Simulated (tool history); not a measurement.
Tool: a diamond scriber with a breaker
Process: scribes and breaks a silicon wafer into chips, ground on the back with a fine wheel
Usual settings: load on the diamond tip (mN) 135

run,day,load on the diamond tip (mN),wafers since the last listed run,hours since the diamond tip was replaced,hours since the load on the tip was calibrated,"incoming depth of the damage left on the back of the incoming wafer, um",depth of the median crack under the scribed line (um),chips rejected at inspection after the break (%)
1,0.000,119,0,273.2,478.8,2.92,7.92,4.70
2,0.571,119,48,286.9,492.5,2.99,7.74,4.87
3,0.958,119,32,296.2,501.8,2.51,7.75,3.79
4,1.304,106,29,304.5,510.1,1.85,6.87,6.20
5,1.804,135,42,316.5,522.1,1.57,9.14,3.19
6,2.317,135,43,328.8,534.4,2.22,9.03,3.88
7,2.742,124,36,339.0,544.6,2.74,8.20,3.49
8,3.608,124,73,359.8,565.4,2.17,8.41,2.43
9,4.042,165,36,370.2,575.8,2.70,11.23,13.55
10,4.412,165,31,379.1,584.7,2.29,10.98,12.45
11,5.071,165,56,394.9,600.5,2.53,11.28,12.42
12,5.667,135,50,409.2,614.8,1.75,9.26,3.84
13,6.167,135,42,421.2,626.8,1.77,9.52,3.67
14,6.888,135,61,438.5,644.1,2.05,9.46,4.11
# day 7.325: load on the tip recalibrated
15,7.412,135,37,451.1,2.1,2.04,8.09,2.40
16,7.862,135,38,461.9,12.9,1.79,8.17,2.33
17,8.158,135,25,469.0,20.0,2.05,8.14,2.60
18,8.875,135,60,486.2,37.2,1.67,8.10,2.17
19,9.362,135,41,497.9,48.9,2.74,8.09,3.75
20,9.762,102,34,507.5,58.5,2.39,5.96,15.69
21,10.167,161,34,517.2,68.2,2.85,9.71,6.63
22,10.767,146,51,531.6,82.6,2.59,8.85,3.81
23,11.388,101,52,546.5,97.5,2.21,5.81,15.71
24,11.771,170,32,555.7,106.7,2.78,10.37,8.32
25,12.238,135,39,566.9,117.9,2.87,8.28,4.03
26,12.579,135,29,575.1,126.1,1.70,8.20,2.11
27,12.925,153,29,583.4,134.4,1.60,9.28,3.66
# day 13.117: diamond tip replaced by a new one
28,13.242,135,19,3.0,142.0,2.02,8.16,2.31
29,13.500,107,21,9.2,148.2,2.96,6.31,13.82
30,14.125,113,53,24.2,163.2,2.80,6.73,9.64
31,14.588,149,39,35.3,174.3,2.15,8.99,3.46
32,15.167,148,49,49.2,188.2,2.94,9.03,4.42
33,15.562,135,33,58.7,197.7,2.23,8.16,2.65
34,15.900,135,28,66.8,205.8,2.91,8.13,4.17
35,16.596,110,59,83.5,222.5,1.98,6.58,7.92
36,17.175,108,49,97.4,236.4,2.58,6.46,11.41
37,17.717,110,46,110.4,249.4,3.00,6.51,12.03

The tool's hidden state at each run:
share of the diamond tip's cutting effectiveness lost through wear, %: 0 in every run
H1: deviation of the load on the tip from its setpoint, %
run,H1
1,9.28
2,9.68
3,9.96
4,10.2
5,10.6
6,11
7,11.3
8,12
9,12.4
10,12.7
11,13.3
12,13.8
13,14.3
14,14.9
15,-0.21
16,-0.205
17,-0.197
18,-0.167
19,-0.137
20,-0.105
21,-0.0676
22,-0.0013
23,0.0806
24,0.138
25,0.215
26,0.276
27,0.342
28,0.406
29,0.461
30,0.604
31,0.718
32,0.872
33,0.984
34,1.08
35,1.3
36,1.5
37,1.69
